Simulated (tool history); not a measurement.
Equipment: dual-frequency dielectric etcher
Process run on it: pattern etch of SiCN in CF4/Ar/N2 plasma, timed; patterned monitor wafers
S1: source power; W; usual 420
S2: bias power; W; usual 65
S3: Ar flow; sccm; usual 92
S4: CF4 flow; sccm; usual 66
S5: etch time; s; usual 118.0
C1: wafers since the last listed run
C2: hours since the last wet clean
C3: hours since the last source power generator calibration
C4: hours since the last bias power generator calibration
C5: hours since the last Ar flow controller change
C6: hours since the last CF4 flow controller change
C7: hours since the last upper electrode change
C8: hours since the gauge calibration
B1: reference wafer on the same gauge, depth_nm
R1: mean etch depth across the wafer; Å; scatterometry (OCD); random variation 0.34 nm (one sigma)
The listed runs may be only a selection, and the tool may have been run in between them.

run	hour	S1	S2	S3	S4	S5	C1	C2	C3	C4	C5	C6	C7	C8	B1	R1
1	0.0	420	54	92	66	118.0	0	338.8	2669.2	2220.9	5132.5	5797.6	2956.5	115.6	81.5	753
2	27.6	420	54	92	66	118.0	310	366.4	2696.8	2248.5	5160.1	5825.2	2984.1	143.2	81.5	756
3	39.9	420	54	92	66	118.0	138	378.7	2709.1	2260.8	5172.4	5837.5	2996.4	155.5	81.5	753
4	60.7	420	59	92	66	118.0	233	399.5	2729.9	2281.6	5193.2	5858.3	3017.2	176.3	81.5	786
5	94.4	420	59	92	66	118.0	378	433.2	2763.6	2315.3	5226.9	5892.0	3050.9	210.0	81.6	786
6	121.7	420	65	92	66	118.0	306	460.5	2790.9	2342.6	5254.2	5919.3	3078.2	237.3	81.5	828
7	145.2	420	65	92	66	118.0	264	484.0	2814.4	2366.1	5277.7	5942.8	3101.7	260.8	81.5	819
# hour 152.9: gauge calibrated
8	157.9	420	65	92	66	118.0	142	496.7	2827.1	2378.8	5290.4	5955.5	3114.4	5.0	81.7	832
9	170.1	420	73	100	66	151.5	137	508.9	2839.3	2391.0	5302.6	5967.7	3126.6	17.2	81.6	1109
# hour 190.7: source power generator calibrated
# hour 195.4: CF4 flow controller replaced
# hour 205.0: Ar flow controller replaced
10	205.5	470	65	92	66	89.5	231	544.3	14.8	2426.4	0.5	10.1	3162.0	52.6	81.6	662
# hour 233.9: wet clean of the chamber
11	234.4	420	65	92	66	118.0	55	0.5	43.7	2455.3	29.4	39.0	3190.9	81.5	81.6	799
12	256.5	420	65	92	82	118.0	248	22.6	65.8	2477.4	51.5	61.1	3213.0	103.6	81.6	831
# hour 289.8: bias power generator calibrated
# hour 291.4: upper electrode replaced
13	291.9	420	59	92	66	118.0	335	58.0	101.2	2.1	86.9	96.5	0.5	139.0	81.7	770
14	306.5	500	51	85	59	118.0	164	72.6	115.8	16.7	101.5	111.1	15.1	153.6	81.6	779
15	320.9	420	65	69	66	118.0	161	87.0	130.2	31.1	115.9	125.5	29.5	168.0	81.7	837
16	349.6	480	58	92	81	118.0	322	115.7	158.9	59.8	144.6	154.2	58.2	196.7	81.6	844
17	369.4	360	65	92	66	118.0	222	135.5	178.7	79.6	164.4	174.0	78.0	216.5	81.6	760

Hidden state or all else? Some run-to-run changes of R1, split into what the settings, what came in and random variation would give without the hidden state, and what is left for the hidden state (with any gauge scatter that isn't in both results):
Hidden conditions of the tool in this case: etch rate over this chamber's usual, %; source power that arrives over what is set, %; bias power that arrives over what is set, %; Ar flow that arrives over what is set, %; CF4 flow that arrives over what is set, %; gauge reads high (%).
Run 9 -> 10: S1 420 -> 470, S2 73 -> 65, S3 100 -> 92, S5 151.5 -> 89.5, source power generator calibrated, CF4 flow controller replaced, Ar flow controller replaced. R1 -447 Å: hidden state -12, all else -435.
Run 10 -> 11: S1 470 -> 420, S5 89.5 -> 118.0, wet clean of the chamber. R1 +137 Å: hidden state -22, all else +159.
